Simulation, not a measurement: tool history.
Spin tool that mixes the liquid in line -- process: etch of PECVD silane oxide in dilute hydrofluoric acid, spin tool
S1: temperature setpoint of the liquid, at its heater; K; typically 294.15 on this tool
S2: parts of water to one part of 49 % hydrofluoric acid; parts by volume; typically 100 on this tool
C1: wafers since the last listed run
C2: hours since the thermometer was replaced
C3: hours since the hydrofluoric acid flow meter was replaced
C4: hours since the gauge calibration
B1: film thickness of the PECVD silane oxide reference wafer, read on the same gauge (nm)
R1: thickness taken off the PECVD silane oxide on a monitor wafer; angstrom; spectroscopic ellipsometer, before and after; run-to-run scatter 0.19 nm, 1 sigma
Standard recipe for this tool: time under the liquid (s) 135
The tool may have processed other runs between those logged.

{"run": 1, "hour": 0.0, "S1": 294.15, "S2": 100, "time under the liquid (s)": 135, "C1": 0, "C2": 1769.4, "C3": 395.4, "C4": 778.4, "B1": 119.96, "R1": 269.2}
{"run": 2, "hour": 23.3, "S1": 294.15, "S2": 100, "time under the liquid (s)": 135, "C1": 116, "C2": 1792.7, "C3": 418.7, "C4": 801.7, "B1": 120, "R1": 269.4}
{"run": 3, "hour": 48.0, "S1": 294.15, "S2": 70, "time under the liquid (s)": 135, "C1": 123, "C2": 1817.4, "C3": 443.4, "C4": 826.4, "B1": 119.99, "R1": 397.1}
{"run": 4, "hour": 122.3, "S1": 294.15, "S2": 70, "time under the liquid (s)": 135, "C1": 371, "C2": 1891.7, "C3": 517.7, "C4": 900.7, "B1": 120.01, "R1": 399.2}
{"run": 5, "hour": 143.6, "S1": 294.15, "S2": 100, "time under the liquid (s)": 155, "C1": 106, "C2": 1913, "C3": 539, "C4": 922, "B1": 120.01, "R1": 309.8}
{"run": 6, "hour": 169.0, "S1": 294.15, "S2": 100, "time under the liquid (s)": 135, "C1": 127, "C2": 1938.4, "C3": 564.4, "C4": 947.4, "B1": 120.01, "R1": 268.2}
{"hour": 185.1, "done": "hydrofluoric acid flow meter replaced"}
{"run": 7, "hour": 185.8, "S1": 294.15, "S2": 100, "time under the liquid (s)": 135, "C1": 79, "C2": 1955.2, "C3": 0.7, "C4": 964.2, "B1": 120.01, "R1": 270.4}
{"run": 8, "hour": 218.6, "S1": 294.15, "S2": 100, "time under the liquid (s)": 135, "C1": 164, "C2": 1988, "C3": 33.5, "C4": 997, "B1": 120, "R1": 268.2}
{"run": 9, "hour": 247.6, "S1": 294.15, "S2": 140, "time under the liquid (s)": 135, "C1": 145, "C2": 2017, "C3": 62.5, "C4": 1026, "B1": 120, "R1": 185.2}
{"run": 10, "hour": 276.1, "S1": 292.65, "S2": 135, "time under the liquid (s)": 60, "C1": 142, "C2": 2045.5, "C3": 91, "C4": 1054.5, "B1": 119.97, "R1": 80.7}
{"run": 11, "hour": 301.7, "S1": 290.65, "S2": 100, "time under the liquid (s)": 60, "C1": 128, "C2": 2071.1, "C3": 116.6, "C4": 1080.1, "B1": 120.02, "R1": 103}
{"run": 12, "hour": 317.2, "S1": 294.15, "S2": 100, "time under the liquid (s)": 135, "C1": 77, "C2": 2086.6, "C3": 132.1, "C4": 1095.6, "B1": 120, "R1": 270.6}
{"run": 13, "hour": 348.7, "S1": 294.15, "S2": 100, "time under the liquid (s)": 205, "C1": 157, "C2": 2118.1, "C3": 163.6, "C4": 1127.1, "B1": 120, "R1": 404.4}
{"run": 14, "hour": 368.1, "S1": 294.15, "S2": 100, "time under the liquid (s)": 135, "C1": 97, "C2": 2137.5, "C3": 183, "C4": 1146.5, "B1": 120, "R1": 266.5}
{"run": 15, "hour": 398.2, "S1": 298.15, "S2": 60, "time under the liquid (s)": 165, "C1": 150, "C2": 2167.6, "C3": 213.1, "C4": 1176.6, "B1": 120.03, "R1": 677.5}
{"hour": 445.6, "done": "thermometer replaced"}
{"run": 16, "hour": 459.3, "S1": 294.15, "S2": 100, "time under the liquid (s)": 135, "C1": 300, "C2": 13.7, "C3": 274.2, "C4": 1237.7, "B1": 119.98, "R1": 255}
{"run": 17, "hour": 476.3, "S1": 294.15, "S2": 100, "time under the liquid (s)": 55, "C1": 85, "C2": 30.7, "C3": 291.2, "C4": 1254.7, "B1": 120, "R1": 102.4}
{"run": 18, "hour": 526.8, "S1": 294.15, "S2": 100, "time under the liquid (s)": 135, "C1": 252, "C2": 81.2, "C3": 341.7, "C4": 1305.2, "B1": 120.03, "R1": 254.6}
{"hour": 535.3, "done": "gauge calibrated"}
{"run": 19, "hour": 541.7, "S1": 294.15, "S2": 100, "time under the liquid (s)": 135, "C1": 74, "C2": 96.1, "C3": 356.6, "C4": 6.4, "B1": 120.05, "R1": 252.9}
{"run": 20, "hour": 556.6, "S1": 291.15, "S2": 65, "time under the liquid (s)": 110, "C1": 74, "C2": 111, "C3": 371.5, "C4": 21.3, "B1": 119.98, "R1": 287.2}
{"run": 21, "hour": 575.5, "S1": 294.15, "S2": 100, "time under the liquid (s)": 135, "C1": 94, "C2": 129.9, "C3": 390.4, "C4": 40.2, "B1": 120, "R1": 254.9}
{"run": 22, "hour": 607.4, "S1": 294.15, "S2": 100, "time under the liquid (s)": 110, "C1": 159, "C2": 161.8, "C3": 422.3, "C4": 72.1, "B1": 119.97, "R1": 204.5}
{"run": 23, "hour": 713.0, "S1": 290.15, "S2": 100, "time under the liquid (s)": 90, "C1": 528, "C2": 267.4, "C3": 527.9, "C4": 177.7, "B1": 120, "R1": 142.2}
{"run": 24, "hour": 727.5, "S1": 296.65, "S2": 100, "time under the liquid (s)": 60, "C1": 72, "C2": 281.9, "C3": 542.4, "C4": 192.2, "B1": 119.99, "R1": 123.3}
{"run": 25, "hour": 744.5, "S1": 297.65, "S2": 100, "time under the liquid (s)": 65, "C1": 85, "C2": 298.9, "C3": 559.4, "C4": 209.2, "B1": 120, "R1": 141.2}
{"hour": 758.8, "done": "thermometer replaced, repeated, since the last time left the tool worse"}
{"run": 26, "hour": 770.5, "S1": 297.65, "S2": 80, "time under the liquid (s)": 135, "C1": 125, "C2": 11.7, "C3": 585.4, "C4": 235.2, "B1": 119.99, "R1": 427.9}
{"run": 27, "hour": 792.5, "S1": 297.65, "S2": 80, "time under the liquid (s)": 135, "C1": 110, "C2": 33.7, "C3": 607.4, "C4": 257.2, "B1": 119.95, "R1": 420.9}
{"hour": 793.8, "done": "hydrofluoric acid flow meter replaced"}
{"run": 28, "hour": 818.8, "S1": 291.65, "S2": 100, "time under the liquid (s)": 135, "C1": 126, "C2": 60, "C3": 25, "C4": 283.5, "B1": 120, "R1": 260}
{"run": 29, "hour": 844.4, "S1": 294.15, "S2": 125, "time under the liquid (s)": 195, "C1": 128, "C2": 85.6, "C3": 50.6, "C4": 309.1, "B1": 119.97, "R1": 325}
{"run": 30, "hour": 870.1, "S1": 294.15, "S2": 100, "time under the liquid (s)": 135, "C1": 128, "C2": 111.3, "C3": 76.3, "C4": 334.8, "B1": 120.02, "R1": 284.5}
{"run": 31, "hour": 900.9, "S1": 290.65, "S2": 100, "time under the liquid (s)": 100, "C1": 154, "C2": 142.1, "C3": 107.1, "C4": 365.6, "B1": 120.03, "R1": 183.5}
{"run": 32, "hour": 923.7, "S1": 294.15, "S2": 100, "time under the liquid (s)": 135, "C1": 114, "C2": 164.9, "C3": 129.9, "C4": 388.4, "B1": 119.97, "R1": 287.8}

Hidden state at the last listed run before each entry between runs and at the first one after, where it differs:
After run 6, before run 7: hydrofluoric acid flow meter replaced (hour 185.1)
  liquid colder than its thermometer reads (K): 1.66 -> 1.67
  what was measured, less what the result would be without the hidden state, R1: -18.9 -> -19.2 angstrom
After run 15, before run 16: thermometer replaced (hour 445.6)
  liquid colder than its thermometer reads (K): 1.84 -> 3.02
  what was measured, less what the result would be without the hidden state, R1: -52.8 -> -33.9 angstrom
After run 18, before run 19: gauge calibrated (hour 535.3)
  liquid colder than its thermometer reads (K): 3.07 -> 3.08
  what was measured, less what the result would be without the hidden state, R1: -34.3 -> -34.2 angstrom
After run 25, before run 26: thermometer replaced, repeated, since the last time left the tool worse (hour 758.8)
  liquid colder than its thermometer reads (K): 3.24 -> 0.0517
  what was measured, less what the result would be without the hidden state, R1: -19.5 -> -0.9 angstrom
After run 27, before run 28: hydrofluoric acid flow meter replaced (hour 793.8)
  liquid colder than its thermometer reads (K): 0.0692 -> 0.0901
  what was measured, less what the result would be without the hidden state, R1: -1.2 -> -1 angstrom

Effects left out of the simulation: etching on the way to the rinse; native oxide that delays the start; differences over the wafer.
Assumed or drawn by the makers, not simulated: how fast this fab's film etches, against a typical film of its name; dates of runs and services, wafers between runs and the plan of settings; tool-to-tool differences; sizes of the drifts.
